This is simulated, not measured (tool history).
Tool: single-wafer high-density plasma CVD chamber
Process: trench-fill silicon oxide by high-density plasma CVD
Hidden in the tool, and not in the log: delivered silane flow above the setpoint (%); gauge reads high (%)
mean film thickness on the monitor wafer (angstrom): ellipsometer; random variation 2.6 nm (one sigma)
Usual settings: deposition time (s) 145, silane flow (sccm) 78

run,hour,deposition time (s),silane flow (sccm),wafers since the last listed run,hours since the silane flow controller was replaced,hours since the gauge calibration,"read-back reference wafer on the same gauge, thickness_nm",mean film thickness on the monitor wafer (angstrom)
1,0.0,131,78,0,4042.3,1643.6,1380.176,10743.21
2,103.8,131,78,879,4146.1,1747.4,1380.435,10762.87
3,159.5,131,78,471,4201.8,1803.1,1378.779,10732.69
4,241.1,145,78,691,4283.4,1884.7,1378.108,11883.39
5,289.3,145,78,408,4331.6,1932.9,1379.273,11869.31
6,347.9,145,78,496,4390.2,1991.5,1380.210,11908.02
7,430.8,145,78,702,4473.1,2074.4,1378.695,11904.58
8,478.5,145,78,404,4520.8,2122.1,1379.854,11875.91
# hour 519.4: silane flow controller replaced
# hour 544.0: gauge calibrated
9,560.2,145,78,624,40.8,16.2,1379.680,12675.58
10,642.3,145,78,695,122.9,98.3,1380.386,12686.78
11,714.9,145,78,615,195.5,170.9,1380.109,12657.24
12,768.6,145,78,454,249.2,224.6,1380.089,12599.71
13,847.6,155,71,669,328.2,303.6,1380.766,12235.81
14,948.0,131,78,850,428.6,404.0,1379.387,11253.78
15,985.9,165,70,321,466.5,441.9,1379.040,12779.77
16,1037.4,145,78,436,518.0,493.4,1380.683,12437.60
17,1116.9,145,78,673,597.5,572.9,1380.467,12407.58
18,1213.3,121,65,816,693.9,669.3,1379.478,8674.58
19,1362.9,154,78,1267,843.5,818.9,1378.779,13091.84
20,1418.4,157,93,470,899.0,874.4,1379.652,15887.37
21,1513.8,122,78,808,994.4,969.8,1379.864,10348.93
22,1571.9,145,78,492,1052.5,1027.9,1379.456,12295.26
23,1615.7,145,78,371,1096.3,1071.7,1379.828,12296.76
24,1712.5,169,78,820,1193.1,1168.5,1380.060,14258.46

Forecast each of these 4 alternatives for the next run:
A,1712.9,145,64,3,1193.5,1168.9,?,?
B,1712.9,126,91,3,1193.5,1168.9,?,?
C,1712.9,122,91,3,1193.5,1168.9,?,?
D,1712.9,123,92,3,1193.5,1168.9,?,?

run,"read-back reference wafer on the same gauge, thickness_nm",mean film thickness on the monitor wafer (angstrom)
A,1379.774,10116.30
B,1379.774,12356.96
C,1379.774,11964.67
D,1379.774,12191.68
Without the tool's hidden state the same runs would have given:
run,mean film thickness on the monitor wafer (angstrom)
A,10409.39
B,12714.96
C,12311.31
D,12544.90
